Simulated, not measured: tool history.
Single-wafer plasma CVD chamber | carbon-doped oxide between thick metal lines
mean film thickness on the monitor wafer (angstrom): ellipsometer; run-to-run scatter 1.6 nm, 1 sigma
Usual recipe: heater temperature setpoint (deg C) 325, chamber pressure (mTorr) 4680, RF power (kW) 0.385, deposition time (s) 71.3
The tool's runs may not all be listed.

run	hour	heater temperature setpoint (deg C)	chamber pressure (mTorr)	RF power (kW)	deposition time (s)	wafers since the last listed run	hours since the last thermocouple change	hours since the last RF generator calibration	hours since the last manometer calibration	hours since the showerhead was replaced	hours since the gauge calibration	read-back reference wafer on the same gauge, thickness_nm	mean film thickness on the monitor wafer (angstrom)
1	0.0	325	4680	0.385	71.3	0	2004.4	1119.3	2550.1	4771.6	666.1	278.934	3227.37
2	45.3	325	4680	0.385	71.3	811	2049.7	1164.6	2595.4	4816.9	711.4	279.233	3232.71
3	83.6	325	4390	0.385	71.3	685	2088.0	1202.9	2633.7	4855.2	749.7	279.300	3210.94
4	151.5	325	4680	0.385	71.3	1216	2155.9	1270.8	2701.6	4923.1	817.6	279.846	3260.43
5	215.9	325	4680	0.385	71.3	1153	2220.3	1335.2	2766.0	4987.5	882.0	279.196	3239.72
6	255.0	325	4680	0.385	71.3	700	2259.4	1374.3	2805.1	5026.6	921.1	279.575	3233.82
7	294.2	333	4090	0.385	71.3	702	2298.6	1413.5	2844.3	5065.8	960.3	279.854	3108.74
8	352.9	333	4090	0.385	71.3	1051	2357.3	1472.2	2903.0	5124.5	1019.0	280.950	3065.99
# hour 375.8: thermocouple changed; heater temperature recalibrated
9	392.7	335	4680	0.460	71.3	569	16.9	1512.0	2942.8	5164.3	1058.8	280.249	3645.94
# hour 402.7: capacitance manometer re-zeroed and calibrated
# hour 480.6: RF generator calibrated
# hour 592.3: showerhead replaced
10	593.4	325	4680	0.385	71.3	3164	217.6	112.8	190.7	1.1	1259.5	281.692	3292.97
11	648.1	335	4680	0.460	71.3	979	272.3	167.5	245.4	55.8	1314.2	282.387	3668.12
12	706.4	320	5450	0.315	62.1	1044	330.6	225.8	303.7	114.1	1372.5	282.538	2524.85
# hour 749.0: gauge calibrated
13	760.4	313	5580	0.320	61.1	967	384.6	279.8	357.7	168.1	11.4	277.264	2516.18
14	796.8	325	4150	0.445	71.3	651	421.0	316.2	394.1	204.5	47.8	276.917	3573.51
15	840.8	333	4680	0.385	71.3	788	465.0	360.2	438.1	248.5	91.8	276.864	3140.10
16	899.7	325	4150	0.445	71.3	1054	523.9	419.1	497.0	307.4	150.7	277.982	3537.79
17	953.3	317	4070	0.335	59.9	959	577.5	472.7	550.6	361.0	204.3	278.432	2451.25
18	1024.2	325	4680	0.385	71.3	1269	648.4	543.6	621.5	431.9	275.2	278.141	3256.36
19	1095.5	333	4680	0.385	71.3	1276	719.7	614.9	692.8	503.2	346.5	279.183	3150.17
20	1152.6	325	4680	0.385	71.3	1022	776.8	672.0	749.9	560.3	403.6	278.894	3230.87
21	1215.2	325	4240	0.385	62.2	1121	839.4	734.6	812.5	622.9	466.2	280.266	2804.95
22	1241.3	325	4680	0.385	71.3	467	865.5	760.7	838.6	649.0	492.3	279.821	3272.67
23	1276.1	318	4680	0.425	71.3	623	900.3	795.5	873.4	683.8	527.1	279.569	3648.26
24	1322.2	334	5820	0.385	82.4	825	946.4	841.6	919.5	729.9	573.2	280.305	3768.68
25	1391.5	325	5550	0.345	61.1	1241	1015.7	910.9	988.8	799.2	642.5	280.950	2635.24
26	1423.7	325	5260	0.415	71.3	576	1047.9	943.1	1021.0	831.4	674.7	281.174	3490.95
27	1474.4	325	5340	0.385	81.6	908	1098.6	993.8	1071.7	882.1	725.4	281.334	3805.76

For each entry between runs, how does the tool's hidden state at the last listed run before it compare with that at the first listed run after it?
Logged between run 8 and run 9: thermocouple changed; heater temperature recalibrated (hour 375.8)
  gauge reads high (%): 1.67 -> 1.76
  measured result minus the result with no hidden state, mean film thickness on the monitor wafer (angstrom): +50.30 -> +62.88
Logged between run 9 and run 10: capacitance manometer re-zeroed and calibrated (hour 402.7); RF generator calibrated (hour 480.6); showerhead replaced (hour 592.3)
  gauge reads high (%): 1.76 -> 2.2
  measured result minus the result with no hidden state, mean film thickness on the monitor wafer (angstrom): +62.88 -> +70.74
Logged between run 12 and run 13: gauge calibrated (hour 749.0)
  gauge reads high (%): 2.44 -> 0.346
  measured result minus the result with no hidden state, mean film thickness on the monitor wafer (angstrom): +60.22 -> +8.67
